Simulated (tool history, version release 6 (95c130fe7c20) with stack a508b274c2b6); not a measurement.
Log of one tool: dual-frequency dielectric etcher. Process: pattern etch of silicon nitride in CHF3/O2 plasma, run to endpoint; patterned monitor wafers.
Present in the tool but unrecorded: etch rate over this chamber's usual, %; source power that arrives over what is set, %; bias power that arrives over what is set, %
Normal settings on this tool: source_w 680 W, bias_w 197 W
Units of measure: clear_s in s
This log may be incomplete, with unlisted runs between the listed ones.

| run | day | source_w | bias_w | wafers since the last listed run | hours since the last wet clean | hours since the last source power generator calibration | hours since the last bias power generator calibration | hours since the last upper electrode change | incoming incoming film thickness, nm | clear_s |
|---|---|---|---|---|---|---|---|---|---|---|
| 1 | 0 | 680 | 197 | 0 | 118 | 3874.4 | 1363.2 | 4395.7 | 72.4 | 41.6 |
| 2 | 3.521 | 680 | 197 | 1294 | 202.5 | 3958.9 | 1447.7 | 4480.2 | 72.7 | 41.7 |
| 3 | 7.996 | 620 | 187 | 1645 | 309.9 | 4066.3 | 1555.1 | 4587.6 | 72 | 44.7 |
| 4 | 12.104 | 680 | 197 | 1510 | 408.5 | 4164.9 | 1653.7 | 4686.2 | 71.8 | 41.6 |
| 5 | 13.75 | 680 | 197 | 605 | 448 | 4204.4 | 1693.2 | 4725.7 | 71.5 | 41.4 |
| 6 | 16.238 | 680 | 197 | 914 | 507.7 | 4264.1 | 1752.9 | 4785.4 | 71.8 | 41.8 |
|  | 17.475 | upper electrode replaced |
|  | 18.608 | wet clean of the chamber |
| 7 | 20.108 | 680 | 197 | 688 | 36 | 4357 | 1845.8 | 63.2 | 72 | 41.2 |
| 8 | 22.879 | 680 | 197 | 1018 | 102.5 | 4423.5 | 1912.3 | 129.7 | 71.9 | 41.1 |
| 9 | 24.912 | 640 | 149 | 747 | 151.3 | 4472.3 | 1961.1 | 178.5 | 72.7 | 48.4 |
| 10 | 29.404 | 820 | 150 | 1651 | 259.1 | 4580.1 | 2068.9 | 286.3 | 72.3 | 42.4 |
| 11 | 33.217 | 630 | 151 | 1402 | 350.6 | 4671.6 | 2160.4 | 377.8 | 72.6 | 48.8 |
|  | 34.033 | source power generator calibrated |
|  | 34.979 | bias power generator calibrated |
| 12 | 35 | 740 | 175 | 533 | 393.4 | 23.2 | 0.5 | 420.6 | 72.1 | 42.6 |
| 13 | 37.317 | 680 | 197 | 851 | 449 | 78.8 | 56.1 | 476.2 | 72 | 42.4 |
| 14 | 39.358 | 740 | 175 | 750 | 498 | 127.8 | 105.1 | 525.2 | 71.9 | 42.6 |
| 15 | 41.246 | 800 | 197 | 694 | 543.3 | 173.1 | 150.4 | 570.5 | 72.2 | 39.3 |
| 16 | 43.988 | 780 | 211 | 1008 | 609.1 | 238.9 | 216.2 | 636.3 | 71.6 | 38.2 |

Branching from run 16: 5 alternative next runs. What would each branch give?
| A | 44.004 | 680 | 197 | 6 | 609.5 | 239.3 | 216.6 | 636.7 | 71.5 | ? |
| B | 44.004 | 820 | 181 | 6 | 609.5 | 239.3 | 216.6 | 636.7 | 71.5 | ? |
| C | 44.004 | 680 | 153 | 6 | 609.5 | 239.3 | 216.6 | 636.7 | 71.5 | ? |
| D | 44.004 | 850 | 171 | 6 | 609.5 | 239.3 | 216.6 | 636.7 | 71.5 | ? |
| E | 44.004 | 540 | 172 | 6 | 609.5 | 239.3 | 216.6 | 636.7 | 71.5 | ? |

| run | clear_s |
|---|---|
| A | 42.3 |
| B | 39.7 |
| C | 47.1 |
| D | 39.9 |
| E | 51.3 |
What these runs would have given with no unlogged condition in the tool:
| run | clear_s |
|---|---|
| A | 40.9 |
| B | 38.4 |
| C | 45.5 |
| D | 38.6 |
| E | 49.6 |
